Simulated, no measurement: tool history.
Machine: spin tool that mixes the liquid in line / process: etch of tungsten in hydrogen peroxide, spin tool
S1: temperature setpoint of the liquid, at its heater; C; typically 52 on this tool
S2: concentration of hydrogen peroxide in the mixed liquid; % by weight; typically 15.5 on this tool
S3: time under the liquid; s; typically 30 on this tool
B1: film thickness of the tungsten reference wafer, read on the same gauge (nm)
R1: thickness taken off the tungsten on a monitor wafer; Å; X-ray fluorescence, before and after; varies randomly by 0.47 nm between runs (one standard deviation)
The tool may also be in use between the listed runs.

| run | hour | S1 | S2 | S3 | B1 | R1 |
|---|---|---|---|---|---|---|
| 1 | 0 | 46.5 | 15.5 | 35 | 92.3 | 706.6 |
| 2 | 180.4 | 52 | 15.5 | 30 | 92.46 | 838.6 |
| 3 | 234.7 | 52 | 15.5 | 40 | 90.26 | 1101.1 |
| 4 | 297.7 | 52 | 15.5 | 30 | 90.33 | 827.5 |
| 5 | 381.4 | 52 | 14 | 30 | 90.39 | 786.3 |
| 6 | 421.1 | 58 | 15.5 | 30 | 90.42 | 1174.4 |
| 7 | 463.7 | 57 | 17.5 | 15 | 90.47 | 586.1 |
| 8 | 543.6 | 52 | 15.5 | 50 | 90.52 | 1379.6 |
| 9 | 606.1 | 58.5 | 15.5 | 15 | 90.59 | 611.6 |
| 10 | 698.2 | 61.5 | 12 | 30 | 90.68 | 1273.6 |
| 11 | 778.7 | 52 | 15.5 | 30 | 90.74 | 833.6 |
| 12 | 817 | 60.5 | 15.5 | 40 | 90.79 | 1846.6 |
| 13 | 858.4 | 52 | 15.5 | 30 | 90.79 | 824.1 |
| 14 | 960.9 | 60.5 | 19 | 20 | 90.9 | 1015.1 |
| 15 | 1005.2 | 49 | 15.5 | 40 | 90.94 | 926.1 |
| 16 | 1058.2 | 43.5 | 18 | 30 | 90.99 | 533.5 |
| 17 | 1117.4 | 43.5 | 19 | 45 | 91.03 | 812.3 |
| 18 | 1179.7 | 52 | 15.5 | 45 | 91.09 | 1247.8 |
| 19 | 1220.6 | 52 | 12 | 30 | 91.13 | 732.5 |
| 20 | 1293.1 | 52 | 15.5 | 30 | 91.17 | 827.5 |
| 21 | 1394.3 | 58.5 | 15.5 | 30 | 91.27 | 1224.4 |
| 22 | 1490.4 | 47 | 17.5 | 15 | 91.36 | 328.5 |
| 23 | 1557.5 | 55 | 12.5 | 30 | 91.44 | 894.9 |
| 24 | 1621.8 | 60.5 | 15.5 | 40 | 91.5 | 1837.3 |
| 25 | 1679.9 | 61 | 13 | 25 | 91.54 | 1071.9 |
| 26 | 1944.8 | 57.5 | 15.5 | 15 | 91.75 | 580.2 |
| 27 | 1980.3 | 55.5 | 13 | 40 | 91.8 | 1255.2 |

Between the runs listed above, the log contained 5 entries, not reproduced here. Where in the sequence does each belong, and how does what the log doesn't record of the tool's condition differ from the listed run before to the listed run after?
Run 1 -> run 2: thermometer replaced (hour 50.4)
  gauge reads high (%): 2.56 -> 2.74
  the result without the hidden state subtracted from the measured one, R1: +17.6 -> +22.3 Å
Run 2 -> run 3: gauge calibrated (hour 221.2)
  gauge reads high (%): 2.74 -> 0.293
  the result without the hidden state subtracted from the measured one, R1: +22.3 -> +3.2 Å
Run 19 -> run 20: heated supply line repaired (hour 1237.5); new drum of peroxide connected (hour 1247)
  gauge reads high (%): 1.26 -> 1.33
  the result without the hidden state subtracted from the measured one, R1: +9.1 -> +10.8 Å
Run 25 -> run 26: peroxide flow meter replaced (hour 1944.3)
  gauge reads high (%): 1.7 -> 1.96
  the result without the hidden state subtracted from the measured one, R1: +17.9 -> +11.2 Å
